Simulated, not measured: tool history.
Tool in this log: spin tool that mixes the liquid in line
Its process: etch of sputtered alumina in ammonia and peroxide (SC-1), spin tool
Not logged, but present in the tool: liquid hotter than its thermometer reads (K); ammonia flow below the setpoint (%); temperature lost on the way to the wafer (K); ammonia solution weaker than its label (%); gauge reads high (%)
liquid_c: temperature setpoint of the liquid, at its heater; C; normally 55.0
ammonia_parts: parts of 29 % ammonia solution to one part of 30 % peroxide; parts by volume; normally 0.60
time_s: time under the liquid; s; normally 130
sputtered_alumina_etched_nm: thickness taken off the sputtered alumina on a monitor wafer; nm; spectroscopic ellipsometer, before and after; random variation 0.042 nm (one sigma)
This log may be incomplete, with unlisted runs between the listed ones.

run   hour  liquid_c  ammonia_parts  time_s  wafers since the last listed run  hours since the thermometer was replaced  hours since the ammonia flow meter was replaced  hours since the heated supply line was repaired  hours since the drum of ammonia solution was connected  hours since the gauge calibration  read-back film thickness of the sputtered alumina reference wafer, read on the same gauge (nm)  sputtered_alumina_etched_nm
  1    0.0      55.0           0.80     130                                 0                                     381.3                                           1858.9                                           2133.2                                                   444.0                              622.9                                                                                           89.99                        14.41
  2   25.5      55.0           0.60     130                               281                                     406.8                                           1884.4                                           2158.7                                                   469.5                              648.4                                                                                           90.04                        14.04
  3   58.7      55.0           0.60     130                               366                                     440.0                                           1917.6                                           2191.9                                                   502.7                              681.6                                                                                           89.98                        14.04
  4   71.9      55.0           0.60     130                               145                                     453.2                                           1930.8                                           2205.1                                                   515.9                              694.8                                                                                           90.04                        14.00
      84.1  -- gauge calibrated
  5   96.1      55.0           0.60     130                               267                                     477.4                                           1955.0                                           2229.3                                                   540.1                               12.0                                                                                           90.01                        14.10
  6  110.6      55.0           0.80      70                               160                                     491.9                                           1969.5                                           2243.8                                                   554.6                               26.5                                                                                           89.99                         7.74
     117.6  -- ammonia flow meter replaced
     129.2  -- thermometer replaced
  7  141.1      55.0           0.60      95                               314                                      11.9                                             23.5                                           2274.3                                                   585.1                               57.0                                                                                           89.98                        10.31
  8  165.9      55.0           0.60      95                               274                                      36.7                                             48.3                                           2299.1                                                   609.9                               81.8                                                                                           89.95                        10.26
  9  188.2      47.5           0.40     180                               246                                      59.0                                             70.6                                           2321.4                                                   632.2                              104.1                                                                                           90.03                        12.40
 10  203.1      62.5           0.80     195                               164                                      73.9                                             85.5                                           2336.3                                                   647.1                              119.0                                                                                           90.04                        31.89
 11  232.5      47.5           0.30     195                               324                                     103.3                                            114.9                                           2365.7                                                   676.5                              148.4                                                                                           89.97                        13.05
 12  251.1      48.5           0.75     130                               205                                     121.9                                            133.5                                           2384.3                                                   695.1                              167.0                                                                                           90.02                        10.08
     272.1  -- new drum of ammonia solution connected
 13  277.3      49.5           0.90      80                               278                                     148.1                                            159.7                                           2410.5                                                     5.2                              193.2                                                                                           90.03                         6.68
 14  293.4      55.0           0.85      60                               177                                     164.2                                            175.8                                           2426.6                                                    21.3                              209.3                                                                                           90.03                         6.69
 15  324.9      55.0           0.35      50                               348                                     195.7                                            207.3                                           2458.1                                                    52.8                              240.8                                                                                           90.00                         5.13
 16  345.1      55.0           0.60     130                               223                                     215.9                                            227.5                                           2478.3                                                    73.0                              261.0                                                                                           89.98                        14.10
     359.3  -- heated supply line repaired
 17  363.1      55.0           0.90     205                               187                                     233.9                                            245.5                                              3.8                                                    91.0                              279.0                                                                                           89.95                        23.02
 18  378.8      55.0           0.60     130                               173                                     249.6                                            261.2                                             19.5                                                   106.7                              294.7                                                                                           90.01                        14.04
 19  401.1      47.5           0.35      60                               246                                     271.9                                            283.5                                             41.8                                                   129.0                              317.0                                                                                           90.02                         4.08
 20  425.0      58.5           0.70     130                               264                                     295.8                                            307.4                                             65.7                                                   152.9                              340.9                                                                                           89.99                        17.09
 21  451.5      55.0           0.45     130                               292                                     322.3                                            333.9                                             92.2                                                   179.4                              367.4                                                                                           90.01                        13.63
 22  466.3      47.0           0.50      50                               163                                     337.1                                            348.7                                            107.0                                                   194.2                              382.2                                                                                           90.02                         3.42
 23  496.4      55.0           0.60     130                               332                                     367.2                                            378.8                                            137.1                                                   224.3                              412.3                                                                                           89.96                        14.08
 24  513.1      55.0           0.90     130                               184                                     383.9                                            395.5                                            153.8                                                   241.0                              429.0                                                                                           90.00                        14.59
 25  534.6      55.0           0.30     190                               237                                     405.4                                            417.0                                            175.3                                                   262.5                              450.5                                                                                           89.99                        19.28
 26  562.7      55.0           0.60      50                               310                                     433.5                                            445.1                                            203.4                                                   290.6                              478.6                                                                                           90.04                         5.40

Consider 3 possible next runs. They are alternatives, not a sequence: every one starts from the tool as it was left by run 26. What does each give?
  A  563.2      55.0           0.60     130                                 5                                     434.0                                            445.6                                            203.9                                                   291.1                              479.1                                                                                               ?                            ?
  B  563.2      64.0           0.30     130                                 5                                     434.0                                            445.6                                            203.9                                                   291.1                              479.1                                                                                               ?                            ?
  C  563.2      59.5           0.60     160                                 5                                     434.0                                            445.6                                            203.9                                                   291.1                              479.1                                                                                               ?                            ?

run  read-back film thickness of the sputtered alumina reference wafer, read on the same gauge (nm)  sputtered_alumina_etched_nm
  A                                                                                           89.98                        14.10
  B                                                                                           89.98                        20.99
  C                                                                                           89.98                        21.95
Had the tool no hidden state, the same runs would have come out as:
run  sputtered_alumina_etched_nm
  A                        14.10
  B                        20.99
  C                        21.95
